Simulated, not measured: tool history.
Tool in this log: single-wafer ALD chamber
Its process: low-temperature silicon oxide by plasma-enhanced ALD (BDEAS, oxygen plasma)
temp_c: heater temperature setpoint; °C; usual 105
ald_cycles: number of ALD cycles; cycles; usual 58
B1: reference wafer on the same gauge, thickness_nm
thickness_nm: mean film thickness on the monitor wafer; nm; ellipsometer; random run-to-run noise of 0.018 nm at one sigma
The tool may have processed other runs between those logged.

{"run": 1, "hour": 0.0, "temp_c": 105, "ald_cycles": 55, "B1": 8.406, "thickness_nm": 6.787}
{"run": 2, "hour": 55.0, "temp_c": 105, "ald_cycles": 55, "B1": 8.399, "thickness_nm": 6.803}
{"run": 3, "hour": 126.1, "temp_c": 105, "ald_cycles": 58, "B1": 8.415, "thickness_nm": 7.184}
{"run": 4, "hour": 180.4, "temp_c": 105, "ald_cycles": 58, "B1": 8.405, "thickness_nm": 7.172}
{"run": 5, "hour": 216.6, "temp_c": 105, "ald_cycles": 58, "B1": 8.409, "thickness_nm": 7.177}
{"run": 6, "hour": 267.6, "temp_c": 105, "ald_cycles": 58, "B1": 8.408, "thickness_nm": 7.158}
{"run": 7, "hour": 337.6, "temp_c": 105, "ald_cycles": 58, "B1": 8.415, "thickness_nm": 7.187}
{"run": 8, "hour": 409.2, "temp_c": 116, "ald_cycles": 55, "B1": 8.398, "thickness_nm": 6.658}
{"run": 9, "hour": 450.0, "temp_c": 91, "ald_cycles": 54, "B1": 8.405, "thickness_nm": 6.882}
{"run": 10, "hour": 537.9, "temp_c": 105, "ald_cycles": 58, "B1": 8.416, "thickness_nm": 7.143}
{"run": 11, "hour": 607.1, "temp_c": 119, "ald_cycles": 69, "B1": 8.405, "thickness_nm": 8.292}
{"run": 12, "hour": 704.4, "temp_c": 90, "ald_cycles": 70, "B1": 8.412, "thickness_nm": 8.856}
{"run": 13, "hour": 812.3, "temp_c": 93, "ald_cycles": 69, "B1": 8.413, "thickness_nm": 8.663}
{"hour": 841.2, "done": "gauge calibrated"}
{"hour": 945.4, "done": "thermocouple changed; heater temperature recalibrated"}
{"run": 14, "hour": 1067.5, "temp_c": 117, "ald_cycles": 54, "B1": 8.409, "thickness_nm": 6.566}
{"run": 15, "hour": 1164.8, "temp_c": 105, "ald_cycles": 58, "B1": 8.403, "thickness_nm": 7.176}
{"run": 16, "hour": 1443.2, "temp_c": 105, "ald_cycles": 55, "B1": 8.413, "thickness_nm": 6.814}
{"run": 17, "hour": 1517.5, "temp_c": 110, "ald_cycles": 50, "B1": 8.41, "thickness_nm": 6.137}

Difference, measured minus no-hidden-state, one row per run. Run-to-run variation is common to both terms; the gauge's own scatter need not be:
Hidden conditions of the tool in this case: wafer temperature above the value expected at the setpoint (K); gauge reads high (%).
run=1 thickness_nm=+0.003
run=2 thickness_nm=+0.002
run=3 thickness_nm=+0
run=4 thickness_nm=-0.002
run=5 thickness_nm=-0.004
run=6 thickness_nm=-0.007
run=7 thickness_nm=-0.011
run=8 thickness_nm=-0.016
run=9 thickness_nm=-0.037
run=10 thickness_nm=-0.028
run=11 thickness_nm=-0.041
run=12 thickness_nm=-0.11
run=13 thickness_nm=-0.143
run=14 thickness_nm=+0.012
run=15 thickness_nm=+0.011
run=16 thickness_nm=-0.004
run=17 thickness_nm=-0.009
